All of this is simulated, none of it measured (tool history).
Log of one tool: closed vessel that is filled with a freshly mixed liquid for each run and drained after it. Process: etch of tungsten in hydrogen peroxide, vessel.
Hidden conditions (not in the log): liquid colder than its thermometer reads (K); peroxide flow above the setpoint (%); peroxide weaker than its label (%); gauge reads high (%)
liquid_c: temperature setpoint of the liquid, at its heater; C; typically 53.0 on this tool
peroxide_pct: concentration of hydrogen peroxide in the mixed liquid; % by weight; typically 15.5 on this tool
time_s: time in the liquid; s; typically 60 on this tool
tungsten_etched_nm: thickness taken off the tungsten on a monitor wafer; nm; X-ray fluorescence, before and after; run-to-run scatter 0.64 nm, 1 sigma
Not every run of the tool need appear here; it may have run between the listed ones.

| run | day | liquid_c | peroxide_pct | time_s | wafers since the last listed run | hours since the thermometer was replaced | hours since the peroxide flow meter was replaced | hours since the drum of peroxide was connected | hours since the gauge calibration | read-back film thickness of the tungsten reference wafer, read on the same gauge (nm) | tungsten_etched_nm |
|---|---|---|---|---|---|---|---|---|---|---|---|
| 1 | 0.000 | 61.0 | 12.0 | 60 | 0 | 2255.8 | 2004.5 | 593.9 | 222.0 | 150.00 | 153.82 |
| 2 | 0.675 | 61.0 | 12.0 | 60 | 2311 | 2272.0 | 2020.7 | 610.1 | 238.2 | 150.00 | 153.88 |
| 3 | 1.425 | 61.0 | 12.0 | 60 | 2568 | 2290.0 | 2038.7 | 628.1 | 256.2 | 149.99 | 153.45 |
| 4 | 3.562 | 53.0 | 15.5 | 60 | 7320 | 2341.3 | 2090.0 | 679.4 | 307.5 | 149.99 | 107.64 |
| 5 | 3.929 | 53.0 | 15.5 | 60 | 1255 | 2350.1 | 2098.8 | 688.2 | 316.3 | 149.98 | 107.49 |
| 6 | 4.417 | 53.0 | 15.5 | 45 | 1669 | 2361.8 | 2110.5 | 699.9 | 328.0 | 150.03 | 80.43 |
| 7 | 4.962 | 53.0 | 15.5 | 45 | 1869 | 2374.9 | 2123.6 | 713.0 | 341.1 | 149.99 | 80.22 |
| 8 | 6.746 | 53.0 | 15.5 | 45 | 6107 | 2417.7 | 2166.4 | 755.8 | 383.9 | 149.98 | 79.74 |
|  | 7.108 | thermometer replaced |
| 9 | 7.129 | 53.0 | 15.5 | 35 | 1170 | 0.5 | 2175.6 | 765.0 | 393.1 | 150.01 | 71.97 |
|  | 7.471 | peroxide flow meter replaced |
| 10 | 7.492 | 53.0 | 19.0 | 60 | 1098 | 9.2 | 0.5 | 773.7 | 401.8 | 149.99 | 136.35 |
| 11 | 7.825 | 53.0 | 19.0 | 60 | 1141 | 17.2 | 8.5 | 781.7 | 409.8 | 150.02 | 135.92 |
|  | 8.596 | new drum of peroxide connected |
| 12 | 9.817 | 53.0 | 15.5 | 60 | 6678 | 65.0 | 56.3 | 29.3 | 457.6 | 149.98 | 127.90 |
| 13 | 10.417 | 53.0 | 15.5 | 60 | 2054 | 79.4 | 70.7 | 43.7 | 472.0 | 150.00 | 127.77 |
| 14 | 10.888 | 53.0 | 15.5 | 60 | 1612 | 90.7 | 82.0 | 55.0 | 483.3 | 149.99 | 126.69 |
| 15 | 11.354 | 50.5 | 14.0 | 60 | 1598 | 101.9 | 93.2 | 66.2 | 494.5 | 150.02 | 103.97 |
| 16 | 11.662 | 46.0 | 14.0 | 75 | 1055 | 109.3 | 100.6 | 73.6 | 501.9 | 149.98 | 98.18 |
| 17 | 12.362 | 60.5 | 18.0 | 35 | 2397 | 126.1 | 117.4 | 90.4 | 518.7 | 150.01 | 123.74 |
| 18 | 13.083 | 53.0 | 15.5 | 60 | 2468 | 143.4 | 134.7 | 107.7 | 536.0 | 150.01 | 127.19 |
| 19 | 13.375 | 49.5 | 13.5 | 50 | 998 | 150.4 | 141.7 | 114.7 | 543.0 | 150.00 | 79.82 |
| 20 | 14.092 | 53.0 | 15.5 | 60 | 2454 | 167.6 | 158.9 | 131.9 | 560.2 | 149.99 | 125.71 |
|  | 14.450 | gauge calibrated |
| 21 | 14.571 | 50.0 | 14.0 | 85 | 1641 | 179.1 | 170.4 | 143.4 | 2.9 | 150.01 | 141.61 |
| 22 | 15.000 | 53.0 | 15.5 | 60 | 1469 | 189.4 | 180.7 | 153.7 | 13.2 | 150.01 | 125.60 |
| 23 | 16.275 | 49.0 | 12.0 | 60 | 4366 | 220.0 | 211.3 | 184.3 | 43.8 | 150.00 | 86.11 |
| 24 | 16.862 | 53.0 | 15.5 | 40 | 2012 | 234.1 | 225.4 | 198.4 | 57.9 | 149.98 | 83.26 |
| 25 | 17.383 | 50.0 | 15.5 | 60 | 1783 | 246.6 | 237.9 | 210.9 | 70.4 | 149.99 | 104.20 |
| 26 | 17.738 | 60.0 | 13.0 | 80 | 1212 | 255.1 | 246.4 | 219.4 | 78.9 | 149.98 | 230.64 |
| 27 | 18.454 | 53.0 | 15.5 | 60 | 2454 | 272.3 | 263.6 | 236.6 | 96.1 | 149.99 | 124.13 |
| 28 | 18.850 | 53.0 | 15.5 | 70 | 1355 | 281.8 | 273.1 | 246.1 | 105.6 | 149.99 | 145.83 |

What if the next run were any one of these 3? Each begins from the tool's condition after run 28:
| A | 18.879 | 49.5 | 15.5 | 60 | 99 | 282.5 | 273.8 | 246.8 | 106.3 | ? | ? |
| B | 18.879 | 43.0 | 12.0 | 85 | 99 | 282.5 | 273.8 | 246.8 | 106.3 | ? | ? |
| C | 18.879 | 53.0 | 18.5 | 85 | 99 | 282.5 | 273.8 | 246.8 | 106.3 | ? | ? |

| run | read-back film thickness of the tungsten reference wafer, read on the same gauge (nm) | tungsten_etched_nm |
|---|---|---|
| A | 150.00 | 100.49 |
| B | 150.00 | 83.29 |
| C | 150.00 | 192.44 |
Without the tool's unlogged condition, the same runs would have read:
| run | tungsten_etched_nm |
|---|---|
| A | 105.46 |
| B | 87.53 |
| C | 201.82 |
